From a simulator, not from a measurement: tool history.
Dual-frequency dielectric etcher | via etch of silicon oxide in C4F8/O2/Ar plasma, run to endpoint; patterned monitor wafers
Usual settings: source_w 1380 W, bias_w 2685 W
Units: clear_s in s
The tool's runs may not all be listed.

run	hour	source_w	bias_w	incoming incoming film thickness, nm	clear_s
1	0	1380	2685	1116.6	252.5
2	17.2	1380	2685	1120	251.5
3	28	1380	2685	1112.9	251.4
4	37.9	1380	2685	1109.2	250.2
5	44.7	1380	2685	1127.8	253
6	55.3	1380	2685	1114.8	253.1
# hour 84.9: upper electrode replaced
# hour 88: source power generator calibrated
7	88.5	1380	2685	1128.6	254.6
8	88.9	1160	2391	1121.2	286.2
9	89.2	1380	2685	1110.3	251.4
10	96.3	1380	2270	1120.5	269.3
# hour 108.7: bias power generator calibrated
# hour 121.9: wet clean of the chamber
11	122.4	1550	2685	1117.2	246.9
# hour 166: wet clean of the chamber, repeated, since the last time left the tool worse
12	166.5	1060	2685	1119.5	278.3
13	166.9	1510	3326	1124.1	220.7
14	170	1610	2685	1124	230.1
15	178.2	1080	2685	1120	276.9

4 ways to go on from here, each from the tool as it stands after run 15. What would each give?
A	178.7	1380	3217	1122	?
B	178.7	1080	2295	1122	?
C	178.7	1170	2885	1122	?
D	178.7	1380	2293	1122	?

run	clear_s
A	230.6
B	288.3
C	257.9
D	256.9
Without the tool's hidden state the same runs would have given:
run	clear_s
A	229.6
B	287
C	256.7
D	255.7
